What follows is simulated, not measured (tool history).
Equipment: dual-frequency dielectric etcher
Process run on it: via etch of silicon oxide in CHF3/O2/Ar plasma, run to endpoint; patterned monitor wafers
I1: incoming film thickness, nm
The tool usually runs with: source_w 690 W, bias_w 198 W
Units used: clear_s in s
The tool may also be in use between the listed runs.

{"run": 1, "hour": 0.0, "source_w": 690, "bias_w": 231, "I1": 610.1, "clear_s": 267.6}
{"run": 2, "hour": 16.6, "source_w": 690, "bias_w": 231, "I1": 600.3, "clear_s": 261.5}
{"run": 3, "hour": 23.2, "source_w": 810, "bias_w": 198, "I1": 612.4, "clear_s": 261.3}
{"run": 4, "hour": 37.2, "source_w": 810, "bias_w": 198, "I1": 614, "clear_s": 262.3}
{"run": 5, "hour": 53.9, "source_w": 810, "bias_w": 198, "I1": 616.7, "clear_s": 262.4}
{"run": 6, "hour": 60.6, "source_w": 690, "bias_w": 230, "I1": 614.4, "clear_s": 268.7}
{"run": 7, "hour": 72.4, "source_w": 690, "bias_w": 230, "I1": 616, "clear_s": 268.3}
{"run": 8, "hour": 110.9, "source_w": 690, "bias_w": 230, "I1": 617.1, "clear_s": 267.7}
{"run": 9, "hour": 126.8, "source_w": 740, "bias_w": 198, "I1": 611, "clear_s": 264.2}
{"run": 10, "hour": 142.9, "source_w": 740, "bias_w": 198, "I1": 612.3, "clear_s": 268.3}
{"run": 11, "hour": 150.0, "source_w": 650, "bias_w": 198, "I1": 608.4, "clear_s": 276.9}
{"run": 12, "hour": 177.5, "source_w": 650, "bias_w": 198, "I1": 609.8, "clear_s": 276.2}
{"run": 13, "hour": 189.3, "source_w": 690, "bias_w": 209, "I1": 615.6, "clear_s": 273.2}
{"run": 14, "hour": 198.4, "source_w": 690, "bias_w": 209, "I1": 614.3, "clear_s": 266.9}
{"hour": 227.3, "done": "wet clean of the chamber"}
{"hour": 227.7, "done": "source power generator calibrated"}
{"hour": 229.1, "done": "bias power generator calibrated"}
{"run": 15, "hour": 229.6, "source_w": 690, "bias_w": 209, "I1": 610.9, "clear_s": 280.5}
{"run": 16, "hour": 230.0, "source_w": 690, "bias_w": 198, "I1": 616.4, "clear_s": 288.4}
{"run": 17, "hour": 238.0, "source_w": 810, "bias_w": 240, "I1": 615.1, "clear_s": 256.7}
{"run": 18, "hour": 252.2, "source_w": 540, "bias_w": 216, "I1": 612.2, "clear_s": 302.1}
{"hour": 276.3, "done": "upper electrode replaced"}
{"run": 19, "hour": 276.8, "source_w": 690, "bias_w": 158, "I1": 608.1, "clear_s": 297.2}
{"run": 20, "hour": 277.2, "source_w": 810, "bias_w": 232, "I1": 622.4, "clear_s": 262.5}
{"run": 21, "hour": 279.3, "source_w": 740, "bias_w": 164, "I1": 609.4, "clear_s": 286.7}
{"run": 22, "hour": 285.5, "source_w": 570, "bias_w": 173, "I1": 614.3, "clear_s": 312.9}
{"run": 23, "hour": 302.7, "source_w": 690, "bias_w": 166, "I1": 610.9, "clear_s": 294.3}
{"run": 24, "hour": 310.9, "source_w": 690, "bias_w": 198, "I1": 614.9, "clear_s": 283.7}
{"run": 25, "hour": 321.7, "source_w": 570, "bias_w": 173, "I1": 612.9, "clear_s": 313.6}
{"run": 26, "hour": 328.8, "source_w": 690, "bias_w": 198, "I1": 618, "clear_s": 285.9}
{"run": 27, "hour": 336.7, "source_w": 550, "bias_w": 198, "I1": 612.3, "clear_s": 306.2}
{"run": 28, "hour": 346.0, "source_w": 570, "bias_w": 198, "I1": 611.5, "clear_s": 303.3}
{"run": 29, "hour": 352.7, "source_w": 590, "bias_w": 180, "I1": 608.7, "clear_s": 303.6}
{"run": 30, "hour": 363.1, "source_w": 620, "bias_w": 198, "I1": 609.1, "clear_s": 286.4}
{"run": 31, "hour": 375.8, "source_w": 530, "bias_w": 152, "I1": 610.4, "clear_s": 329.5}
{"run": 32, "hour": 391.0, "source_w": 760, "bias_w": 215, "I1": 612.4, "clear_s": 262.4}

Pick out some run-to-run changes in clear_s. Of each, how much would a tool without hidden state show as well, from the settings, what came in and chance, and how much is left for the hidden state and any gauge scatter not in both results compared?
Hidden state at play: etch rate over this chamber's usual, %; source power that arrives over what is set, %; bias power that arrives over what is set, %.
Run 7 -> 8: no setting changed, nothing entered. clear_s -0.6 s: hidden state -1, all else +0.4.
Run 14 -> 15: wet clean of the chamber, source power generator calibrated, bias power generator calibrated. clear_s +13.6 s: hidden state +13.2, all else +0.4.
Run 17 -> 18: source_w 810 -> 540, bias_w 240 -> 216. clear_s +45.4 s: hidden state -0.4, all else +45.8.
Run 30 -> 31: source_w 620 -> 530, bias_w 198 -> 152. clear_s +43.1 s: hidden state -1, all else +44.1.
Run 31 -> 32: source_w 530 -> 760, bias_w 152 -> 215. clear_s -67.1 s: hidden state +0.6, all else -67.7.

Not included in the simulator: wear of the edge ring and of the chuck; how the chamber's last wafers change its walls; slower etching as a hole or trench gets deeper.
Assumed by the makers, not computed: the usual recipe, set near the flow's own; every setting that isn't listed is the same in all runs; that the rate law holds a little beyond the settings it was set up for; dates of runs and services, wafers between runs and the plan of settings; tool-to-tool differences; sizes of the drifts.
